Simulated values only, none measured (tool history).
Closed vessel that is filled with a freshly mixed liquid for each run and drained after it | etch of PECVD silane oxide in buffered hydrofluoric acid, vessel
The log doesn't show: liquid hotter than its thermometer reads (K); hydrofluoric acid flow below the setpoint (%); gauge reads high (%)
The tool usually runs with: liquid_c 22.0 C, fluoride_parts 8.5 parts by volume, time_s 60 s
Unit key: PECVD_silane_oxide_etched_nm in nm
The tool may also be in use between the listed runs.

| run | day | liquid_c | fluoride_parts | time_s | wafers since the last listed run | hours since the thermometer was replaced | hours since the hydrofluoric acid flow meter was replaced | hours since the gauge calibration | read-back film thickness of the PECVD silane oxide reference wafer, read on the same gauge (nm) | PECVD_silane_oxide_etched_nm |
|---|---|---|---|---|---|---|---|---|---|---|
| 1 | 0.000 | 22.0 | 8.5 | 60 | 0 | 838.5 | 1359.8 | 1182.3 | 50.01 | 212.31 |
| 2 | 1.817 | 25.0 | 8.5 | 60 | 5178 | 882.1 | 1403.4 | 1225.9 | 50.01 | 253.09 |
|  | 8.900 | gauge calibrated |
| 3 | 13.017 | 25.0 | 8.5 | 60 | 31928 | 1150.9 | 1672.2 | 98.8 | 49.99 | 251.26 |
| 4 | 14.904 | 25.0 | 8.5 | 60 | 5380 | 1196.2 | 1717.5 | 144.1 | 50.01 | 248.60 |
| 5 | 18.133 | 22.0 | 8.5 | 60 | 9205 | 1273.7 | 1795.0 | 221.6 | 50.00 | 213.14 |
| 6 | 20.650 | 22.0 | 8.5 | 60 | 7174 | 1334.1 | 1855.4 | 282.0 | 50.01 | 209.98 |
| 7 | 22.975 | 22.0 | 8.5 | 60 | 6628 | 1389.9 | 1911.2 | 337.8 | 49.98 | 212.54 |
| 8 | 27.188 | 22.0 | 8.5 | 60 | 12008 | 1491.0 | 2012.3 | 438.9 | 49.99 | 212.83 |
| 9 | 31.475 | 22.0 | 8.5 | 60 | 12222 | 1593.9 | 2115.2 | 541.8 | 50.00 | 211.27 |
| 10 | 33.133 | 24.5 | 10.5 | 60 | 4727 | 1633.7 | 2155.0 | 581.6 | 50.01 | 203.86 |
| 11 | 35.017 | 22.0 | 10.0 | 60 | 5368 | 1678.9 | 2200.2 | 626.8 | 50.01 | 185.04 |
|  | 44.275 | hydrofluoric acid flow meter replaced |
| 12 | 45.388 | 22.0 | 10.0 | 60 | 29446 | 1927.8 | 26.7 | 875.7 | 50.01 | 195.79 |
| 13 | 48.017 | 20.5 | 6.5 | 40 | 7495 | 1990.9 | 89.8 | 938.8 | 50.01 | 180.47 |
| 14 | 51.925 | 20.5 | 10.0 | 30 | 11141 | 2084.7 | 183.6 | 1032.6 | 50.00 | 89.41 |
| 15 | 55.846 | 22.0 | 8.5 | 60 | 11177 | 2178.8 | 277.7 | 1126.7 | 49.98 | 222.45 |
|  | 56.154 | gauge calibrated |
| 16 | 59.638 | 18.0 | 5.5 | 30 | 10809 | 2269.8 | 368.7 | 83.6 | 49.99 | 135.36 |
| 17 | 63.371 | 20.0 | 11.0 | 40 | 10642 | 2359.4 | 458.3 | 173.2 | 50.00 | 106.30 |
|  | 64.612 | thermometer replaced |
| 18 | 66.983 | 26.0 | 7.0 | 70 | 10179 | 56.9 | 545.0 | 259.9 | 50.00 | 398.51 |
| 19 | 70.583 | 20.5 | 10.0 | 30 | 10262 | 143.3 | 631.4 | 346.3 | 49.98 | 89.15 |
| 20 | 72.112 | 26.5 | 10.0 | 50 | 4359 | 180.0 | 668.1 | 383.0 | 50.02 | 205.15 |
| 21 | 75.188 | 24.0 | 9.5 | 90 | 8766 | 253.8 | 741.9 | 456.8 | 50.00 | 342.11 |
| 22 | 78.679 | 25.0 | 7.0 | 40 | 9953 | 337.6 | 825.7 | 540.6 | 50.00 | 210.30 |
| 23 | 82.362 | 24.5 | 8.5 | 30 | 10500 | 426.0 | 914.1 | 629.0 | 49.99 | 126.12 |
| 24 | 85.625 | 26.0 | 5.5 | 30 | 9300 | 504.3 | 992.4 | 707.3 | 50.01 | 203.53 |

Hidden state at the last listed run before each entry between runs and at the first one after, where it differs:
Run 2 -> run 3: gauge calibrated (day 8.900)
  hydrofluoric acid flow below the setpoint (%): 4.03 -> 4.79
  the result without the hidden state subtracted from the measured one, PECVD_silane_oxide_etched_nm: -11.56 -> -13.76 nm
Run 11 -> run 12: hydrofluoric acid flow meter replaced (day 44.275)
  hydrofluoric acid flow below the setpoint (%): 6.29 -> 0.419
  the result without the hidden state subtracted from the measured one, PECVD_silane_oxide_etched_nm: -12.07 -> -0.80 nm
Run 15 -> run 16: gauge calibrated (day 56.154)
  hydrofluoric acid flow below the setpoint (%): 1.13 -> 1.39
  the result without the hidden state subtracted from the measured one, PECVD_silane_oxide_etched_nm: -2.76 -> -1.62 nm
Run 17 -> run 18: thermometer replaced (day 64.612)
  hydrofluoric acid flow below the setpoint (%): 1.65 -> 1.89
  the result without the hidden state subtracted from the measured one, PECVD_silane_oxide_etched_nm: -1.73 -> -8.29 nm
